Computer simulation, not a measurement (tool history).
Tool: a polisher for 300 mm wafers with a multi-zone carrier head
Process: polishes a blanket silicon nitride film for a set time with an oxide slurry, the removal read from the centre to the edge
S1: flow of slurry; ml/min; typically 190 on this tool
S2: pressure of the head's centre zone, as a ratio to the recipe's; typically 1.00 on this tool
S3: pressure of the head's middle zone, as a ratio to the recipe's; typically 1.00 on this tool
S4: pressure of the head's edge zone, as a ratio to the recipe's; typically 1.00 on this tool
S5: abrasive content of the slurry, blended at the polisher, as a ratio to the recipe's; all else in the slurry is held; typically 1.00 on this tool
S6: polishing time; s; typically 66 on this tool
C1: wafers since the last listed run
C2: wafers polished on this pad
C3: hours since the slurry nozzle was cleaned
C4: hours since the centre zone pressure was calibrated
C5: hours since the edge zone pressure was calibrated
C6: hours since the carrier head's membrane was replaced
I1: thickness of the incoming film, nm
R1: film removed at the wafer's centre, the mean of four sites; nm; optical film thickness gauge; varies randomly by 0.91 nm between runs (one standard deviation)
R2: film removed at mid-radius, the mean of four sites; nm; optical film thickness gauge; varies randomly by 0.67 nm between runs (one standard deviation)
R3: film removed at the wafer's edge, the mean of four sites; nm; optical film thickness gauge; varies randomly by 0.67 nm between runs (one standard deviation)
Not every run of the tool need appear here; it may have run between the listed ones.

| run | hour | S1 | S2 | S3 | S4 | S5 | S6 | C1 | C2 | C3 | C4 | C5 | C6 | I1 | R1 | R2 | R3 |
|---|---|---|---|---|---|---|---|---|---|---|---|---|---|---|---|---|---|
| 1 | 0.0 | 190 | 1.00 | 1.00 | 1.00 | 1.00 | 66 | 0 | 180 | 149.6 | 468.1 | 267.5 | 348.2 | 250.5 | 68.6 | 66.9 | 68.2 |
| 2 | 19.7 | 190 | 1.00 | 1.00 | 1.00 | 1.00 | 66 | 176 | 357 | 169.3 | 487.8 | 287.2 | 367.9 | 250.6 | 68.3 | 66.8 | 68.5 |
| 3 | 50.9 | 190 | 1.00 | 1.00 | 1.00 | 1.00 | 66 | 279 | 636 | 200.5 | 519.0 | 318.4 | 399.1 | 249.8 | 66.6 | 66.6 | 68.2 |
| 4 | 76.6 | 190 | 1.00 | 1.00 | 1.00 | 1.00 | 66 | 230 | 866 | 226.2 | 544.7 | 344.1 | 424.8 | 253.2 | 67.6 | 66.8 | 66.8 |
|  | 84.2 | worn pad replaced by a new one |
| 5 | 110.2 | 190 | 1.00 | 1.00 | 1.00 | 1.00 | 66 | 265 | 232 | 259.8 | 578.3 | 377.7 | 458.4 | 249.7 | 66.7 | 66.3 | 67.5 |
| 6 | 141.7 | 190 | 1.00 | 1.00 | 1.08 | 1.00 | 66 | 282 | 514 | 291.3 | 609.8 | 409.2 | 489.9 | 249.8 | 65.0 | 63.7 | 70.2 |
| 7 | 168.6 | 190 | 1.00 | 1.00 | 1.08 | 1.00 | 66 | 240 | 755 | 318.2 | 636.7 | 436.1 | 516.8 | 249.5 | 64.9 | 63.7 | 69.5 |
| 8 | 195.1 | 190 | 1.00 | 1.00 | 1.00 | 1.00 | 66 | 237 | 993 | 344.7 | 663.2 | 462.6 | 543.3 | 250.5 | 65.3 | 63.7 | 65.2 |
|  | 206.5 | worn pad replaced by a new one |
| 9 | 219.6 | 190 | 1.00 | 1.00 | 1.00 | 1.00 | 66 | 183 | 117 | 369.2 | 687.7 | 487.1 | 567.8 | 253.0 | 64.2 | 61.4 | 64.8 |
| 10 | 246.5 | 190 | 1.00 | 1.00 | 1.00 | 1.00 | 66 | 240 | 358 | 396.1 | 714.6 | 514.0 | 594.7 | 251.0 | 61.7 | 61.7 | 63.7 |
|  | 256.2 | slurry nozzle cleaned |
| 11 | 278.0 | 165 | 1.03 | 1.00 | 1.08 | 1.00 | 46 | 273 | 631 | 21.8 | 746.1 | 545.5 | 626.2 | 253.6 | 49.9 | 46.9 | 49.0 |
|  | 309.8 | worn pad replaced by a new one |
| 12 | 328.4 | 190 | 0.89 | 1.00 | 1.00 | 1.00 | 66 | 415 | 166 | 72.2 | 796.5 | 595.9 | 676.6 | 245.1 | 63.0 | 68.4 | 69.2 |
| 13 | 340.9 | 190 | 1.00 | 1.00 | 1.00 | 1.00 | 82 | 111 | 278 | 84.7 | 809.0 | 608.4 | 689.1 | 247.7 | 85.4 | 84.6 | 85.2 |
| 14 | 356.9 | 190 | 0.95 | 1.08 | 0.90 | 1.00 | 66 | 143 | 422 | 100.7 | 825.0 | 624.4 | 705.1 | 252.6 | 64.7 | 72.5 | 64.8 |
| 15 | 378.1 | 190 | 1.00 | 1.00 | 1.00 | 1.00 | 85 | 189 | 611 | 121.9 | 846.2 | 645.6 | 726.3 | 251.2 | 87.7 | 86.4 | 88.5 |
|  | 383.5 | carrier head's membrane replaced by a new one |
|  | 395.3 | edge zone pressure recalibrated |
|  | 419.6 | worn pad replaced by a new one |
|  | 433.6 | centre zone pressure recalibrated |
| 16 | 474.9 | 220 | 1.00 | 1.00 | 1.00 | 1.00 | 66 | 750 | 477 | 218.7 | 41.3 | 79.6 | 91.4 | 250.4 | 69.4 | 68.1 | 69.7 |
| 17 | 489.6 | 190 | 0.95 | 1.08 | 0.90 | 1.00 | 66 | 131 | 609 | 233.4 | 56.0 | 94.3 | 106.1 | 250.5 | 63.9 | 68.6 | 64.5 |
| 18 | 524.4 | 190 | 1.00 | 1.00 | 1.00 | 1.00 | 66 | 311 | 920 | 268.2 | 90.8 | 129.1 | 140.9 | 253.7 | 65.4 | 64.4 | 66.7 |
|  | 532.7 | worn pad replaced by a new one |
| 19 | 559.2 | 190 | 0.95 | 1.00 | 1.00 | 1.25 | 66 | 275 | 237 | 303.0 | 125.6 | 163.9 | 175.7 | 247.8 | 70.4 | 72.8 | 74.1 |

Across each entry between runs, compare the hidden state at the last listed run before it with the hidden state at the first listed run after it:
From run 4 to run 5: worn pad replaced by a new one (hour 84.2)
  slurry flow missing at the pad, %: 22.7 -> 25.5
  measured value less the no-hidden-state value, R1: -3.9 -> -4.6 nm; R2: -3.5 -> -4.1 nm; R3: -2.5 -> -3.0 nm
From run 8 to run 9: worn pad replaced by a new one (hour 206.5)
  slurry flow missing at the pad, %: 32.6 -> 34.7
  measured value less the no-hidden-state value, R1: -6.5 -> -7.1 nm; R2: -5.6 -> -6.0 nm; R3: -4.1 -> -4.5 nm
From run 10 to run 11: slurry nozzle cleaned (hour 256.2)
  slurry flow missing at the pad, %: 36.9 -> 6.01
  measured value less the no-hidden-state value, R1: -7.7 -> -0.7 nm; R2: -6.7 -> -0.6 nm; R3: -4.9 -> -0.4 nm
From run 11 to run 12: worn pad replaced by a new one (hour 309.8)
  slurry flow missing at the pad, %: 6.01 -> 10.2
  measured value less the no-hidden-state value, R1: -0.7 -> -1.3 nm; R2: -0.6 -> -1.3 nm; R3: -0.4 -> -1.0 nm
From run 15 to run 16: carrier head's membrane replaced by a new one (hour 383.5); edge zone pressure recalibrated (hour 395.3); worn pad replaced by a new one (hour 419.6); centre zone pressure recalibrated (hour 433.6)
  slurry flow missing at the pad, %: 14.4 -> 22.5
  measured value less the no-hidden-state value, R1: -2.9 -> -3.4 nm; R2: -2.6 -> -3.0 nm; R3: -1.8 -> -2.3 nm
From run 18 to run 19: worn pad replaced by a new one (hour 532.7)
  slurry flow missing at the pad, %: 26.6 -> 29.5
  measured value less the no-hidden-state value, R1: -4.8 -> -6.0 nm; R2: -4.2 -> -5.5 nm; R3: -3.1 -> -4.0 nm
